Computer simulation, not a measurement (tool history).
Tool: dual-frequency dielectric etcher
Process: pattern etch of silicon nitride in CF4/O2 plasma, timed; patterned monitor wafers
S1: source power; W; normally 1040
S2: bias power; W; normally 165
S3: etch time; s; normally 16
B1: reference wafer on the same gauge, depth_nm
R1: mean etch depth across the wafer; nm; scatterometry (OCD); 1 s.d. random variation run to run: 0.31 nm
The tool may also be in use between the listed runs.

run 1 hour=0 | S1=1040 S2=165 S3=16 | B1=58 | R1=62.6
run 2 hour=13.3 | S1=1210 S2=165 S3=16 | B1=58 | R1=68.4
run 3 hour=24.8 | S1=1040 S2=136 S3=16 | B1=58 | R1=59.6
run 4 hour=52 | S1=1040 S2=136 S3=16 | B1=58 | R1=57.6
run 5 hour=65.3 | S1=1040 S2=165 S3=16 | B1=57.9 | R1=61
run 6 hour=72.6 | S1=1040 S2=165 S3=16 | B1=58 | R1=60.5
run 7 hour=111 | S1=1040 S2=165 S3=16 | B1=57.9 | R1=61.5
run 8 hour=111.3 | S1=1040 S2=165 S3=16 | B1=58.1 | R1=60.9
run 9 hour=115.6 | S1=1040 S2=165 S3=16 | B1=58.1 | R1=61
run 10 hour=132.6 | S1=1040 S2=134 S3=16 | B1=58 | R1=57.5
run 11 hour=139.5 | S1=1040 S2=143 S3=16 | B1=57.8 | R1=58.9
run 12 hour=155.1 | S1=1040 S2=165 S3=16 | B1=58.1 | R1=61.5
run 13 hour=172.2 | S1=1040 S2=132 S3=19 | B1=58 | R1=68.7
run 14 hour=188.8 | S1=1040 S2=165 S3=16 | B1=58 | R1=61.6
run 15 hour=207.2 | S1=1160 S2=165 S3=20 | B1=58.1 | R1=80.5
run 16 hour=221.8 | S1=910 S2=165 S3=14.5 | B1=58 | R1=52.5
run 17 hour=232.2 | S1=1040 S2=127 S3=18 | B1=58 | R1=64
run 18 hour=240.1 | S1=1300 S2=204 S3=20.5 | B1=58 | R1=94.2
run 19 hour=255.7 | S1=1140 S2=177 S3=18 | B1=58.1 | R1=74.4
run 20 hour=296.6 | S1=1040 S2=185 S3=21 | B1=58 | R1=83.5
run 21 hour=310.6 | S1=1040 S2=165 S3=16 | B1=57.9 | R1=61.7
run 22 hour=324.2 | S1=1040 S2=201 S3=20 | B1=57.9 | R1=82.4
run 23 hour=335.8 | S1=1040 S2=148 S3=16 | B1=57.9 | R1=59.8
run 24 hour=348.5 | S1=1040 S2=165 S3=16 | B1=57.9 | R1=62
run 25 hour=357.7 | S1=1040 S2=165 S3=11.5 | B1=58 | R1=44.5
run 26 hour=368.8 | S1=1040 S2=165 S3=14.5 | B1=57.9 | R1=56.5
run 27 hour=384.4 | S1=1040 S2=165 S3=16 | B1=57.9 | R1=61.8
run 28 hour=400 | S1=1040 S2=127 S3=18 | B1=57.8 | R1=65.3
run 29 hour=414 | S1=1220 S2=165 S3=19 | B1=58 | R1=79.8
run 30 hour=420.5 | S1=940 S2=165 S3=14.5 | B1=58.1 | R1=53.7

Withheld: 5 entries from between the runs. Position of each, and hidden state at the listed run before versus the listed run after:
Run 3 -> run 4: source power generator calibrated (hour 50.2); wet clean of the chamber (hour 51.5)
  etch rate over this chamber's usual, %: 3.85 -> -0.0713
  what was measured, less what the result would be without the hidden state, R1: +2.2 -> +0 nm
Run 6 -> run 7: upper electrode replaced (hour 110.5)
  etch rate over this chamber's usual, %: 0.0634 -> 0.315
  what was measured, less what the result would be without the hidden state, R1: +0 -> +0.2 nm
Run 9 -> run 10: gauge calibrated (hour 122.6)
  etch rate over this chamber's usual, %: 0.345 -> 0.456
  what was measured, less what the result would be without the hidden state, R1: +0.2 -> +0.2 nm
Run 14 -> run 15: bias power generator calibrated (hour 206.7)
  etch rate over this chamber's usual, %: 0.823 -> 0.944
  what was measured, less what the result would be without the hidden state, R1: +0.6 -> +0.7 nm
